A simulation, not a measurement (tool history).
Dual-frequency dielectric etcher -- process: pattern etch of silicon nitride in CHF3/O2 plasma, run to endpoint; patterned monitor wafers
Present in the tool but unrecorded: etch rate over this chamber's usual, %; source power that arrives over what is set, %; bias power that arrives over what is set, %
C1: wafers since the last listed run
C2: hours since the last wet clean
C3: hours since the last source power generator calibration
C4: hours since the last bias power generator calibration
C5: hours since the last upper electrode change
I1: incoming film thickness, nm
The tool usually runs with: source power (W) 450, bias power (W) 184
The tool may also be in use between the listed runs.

Run 1, hour 0: usual settings; C1 0; C2 133.1; C3 2789.4; C4 2437.2; C5 2883.9; I1 60.3. Result: endpoint time (s) 42.7.
Run 2, hour 6.4: usual settings; C1 111; C2 139.5; C3 2795.8; C4 2443.6; C5 2890.3; I1 60.6. Result: endpoint time (s) 43.1.
Run 3, hour 23.8: usual settings; C1 303; C2 156.9; C3 2813.2; C4 2461; C5 2907.7; I1 60.6. Result: endpoint time (s) 42.7.
Run 4, hour 30.2: usual settings but source power (W) 420; C1 111; C2 163.3; C3 2819.6; C4 2467.4; C5 2914.1; I1 60.2. Result: endpoint time (s) 43.9.
Run 5, hour 44.6: usual settings but source power (W) 420; C1 251; C2 177.7; C3 2834; C4 2481.8; C5 2928.5; I1 61. Result: endpoint time (s) 44.5.
Run 6, hour 51.3: usual settings but source power (W) 420; C1 116; C2 184.4; C3 2840.7; C4 2488.5; C5 2935.2; I1 60.2. Result: endpoint time (s) 43.8.
Run 7, hour 65.6: usual settings; C1 249; C2 198.7; C3 2855; C4 2502.8; C5 2949.5; I1 59.7. Result: endpoint time (s) 42.3.
Run 8, hour 78.7: usual settings; C1 228; C2 211.8; C3 2868.1; C4 2515.9; C5 2962.6; I1 60.9. Result: endpoint time (s) 42.9.
Run 9, hour 92.4: usual settings; C1 239; C2 225.5; C3 2881.8; C4 2529.6; C5 2976.3; I1 60.1. Result: endpoint time (s) 42.3.
Run 10, hour 98.9: usual settings; C1 113; C2 232; C3 2888.3; C4 2536.1; C5 2982.8; I1 60.2. Result: endpoint time (s) 42.4.
At hour 112.5: source power generator calibrated.
Run 11, hour 113: usual settings; C1 176; C2 246.1; C3 0.5; C4 2550.2; C5 2996.9; I1 60.4. Result: endpoint time (s) 42.5.
Run 12, hour 121: usual settings; C1 139; C2 254.1; C3 8.5; C4 2558.2; C5 3004.9; I1 60.5. Result: endpoint time (s) 42.4.
At hour 128.3: bias power generator calibrated.
Run 13, hour 131.6: usual settings; C1 115; C2 264.7; C3 19.1; C4 3.3; C5 3015.5; I1 60.6. Result: endpoint time (s) 42.3.
At hour 160: upper electrode replaced.
Run 14, hour 160.5: usual settings; C1 85; C2 293.6; C3 48; C4 32.2; C5 0.5; I1 60.8. Result: endpoint time (s) 42.6.
Run 15, hour 160.9: usual settings but source power (W) 510; C1 6; C2 294; C3 48.4; C4 32.6; C5 0.9; I1 61.1. Result: endpoint time (s) 40.3.
Run 16, hour 168.3: usual settings but source power (W) 410, bias power (W) 209; C1 129; C2 301.4; C3 55.8; C4 40; C5 8.3; I1 59.9. Result: endpoint time (s) 42.2.
Run 17, hour 179.1: usual settings; C1 188; C2 312.2; C3 66.6; C4 50.8; C5 19.1; I1 59.9. Result: endpoint time (s) 42.
Run 18, hour 195.6: usual settings but source power (W) 490; C1 287; C2 328.7; C3 83.1; C4 67.3; C5 35.6; I1 60.6. Result: endpoint time (s) 40.8.
Run 19, hour 208.6: usual settings but source power (W) 530, bias power (W) 144; C1 226; C2 341.7; C3 96.1; C4 80.3; C5 48.6; I1 60.7. Result: endpoint time (s) 42.1.
Run 20, hour 217.5: usual settings but bias power (W) 224; C1 155; C2 350.6; C3 105; C4 89.2; C5 57.5; I1 60.4. Result: endpoint time (s) 39.7.
Run 21, hour 226.6: usual settings but bias power (W) 218; C1 158; C2 359.7; C3 114.1; C4 98.3; C5 66.6; I1 61.1. Result: endpoint time (s) 40.2.
Run 22, hour 238.2: usual settings but source power (W) 400, bias power (W) 220; C1 202; C2 371.3; C3 125.7; C4 109.9; C5 78.2; I1 61.2. Result: endpoint time (s) 42.6.
At hour 272.9: wet clean of the chamber.
Run 23, hour 273.4: usual settings but source power (W) 340, bias power (W) 223; C1 195; C2 0.5; C3 160.9; C4 145.1; C5 113.4; I1 60. Result: endpoint time (s) 46.1.
Run 24, hour 273.7: usual settings; C1 5; C2 0.8; C3 161.2; C4 145.4; C5 113.7; I1 60.2. Result: endpoint time (s) 43.
Run 25, hour 274: usual settings; C1 5; C2 1.1; C3 161.5; C4 145.7; C5 114; I1 60.1. Result: endpoint time (s) 43.3.
Run 26, hour 280.4: usual settings but source power (W) 420; C1 111; C2 7.5; C3 167.9; C4 152.1; C5 120.4; I1 60.7. Result: endpoint time (s) 44.7.
Run 27, hour 290.4: usual settings but bias power (W) 226; C1 174; C2 17.5; C3 177.9; C4 162.1; C5 130.4; I1 60.6. Result: endpoint time (s) 40.8.
Run 28, hour 303.3: usual settings but source power (W) 500, bias power (W) 202; C1 225; C2 30.4; C3 190.8; C4 175; C5 143.3; I1 60.7. Result: endpoint time (s) 40.1.
Run 29, hour 321.2: usual settings but source power (W) 400, bias power (W) 212; C1 312; C2 48.3; C3 208.7; C4 192.9; C5 161.2; I1 60.6. Result: endpoint time (s) 43.7.
Run 30, hour 333.6: usual settings; C1 216; C2 60.7; C3 221.1; C4 205.3; C5 173.6; I1 59.7. Result: endpoint time (s) 42.4.
Run 31, hour 345.6: usual settings but source power (W) 510, bias power (W) 207; C1 209; C2 72.7; C3 233.1; C4 217.3; C5 185.6; I1 60.5. Result: endpoint time (s) 39.5.

What if the next run were any one of these 4? Each begins from the tool's condition after run 31:
Run A, hour 346: usual settings; C1 6; C2 73.1; C3 233.5; C4 217.7; C5 186; I1 60.2. Result: endpoint time (s) ?.
Run B, hour 346: usual settings but source power (W) 400; C1 6; C2 73.1; C3 233.5; C4 217.7; C5 186; I1 60.2. Result: endpoint time (s) ?.
Run C, hour 346: usual settings but bias power (W) 207; C1 6; C2 73.1; C3 233.5; C4 217.7; C5 186; I1 60.2. Result: endpoint time (s) ?.
Run D, hour 346: usual settings but bias power (W) 171; C1 6; C2 73.1; C3 233.5; C4 217.7; C5 186; I1 60.2. Result: endpoint time (s) ?.

run  endpoint time (s)
  A               42.9
  B               45.3
  C               41.3
  D               43.9
With the hidden condition removed and each run's random variation left untouched, the same runs would have given:
run  endpoint time (s)
  A               43.2
  B               45.6
  C               41.6
  D               44.1

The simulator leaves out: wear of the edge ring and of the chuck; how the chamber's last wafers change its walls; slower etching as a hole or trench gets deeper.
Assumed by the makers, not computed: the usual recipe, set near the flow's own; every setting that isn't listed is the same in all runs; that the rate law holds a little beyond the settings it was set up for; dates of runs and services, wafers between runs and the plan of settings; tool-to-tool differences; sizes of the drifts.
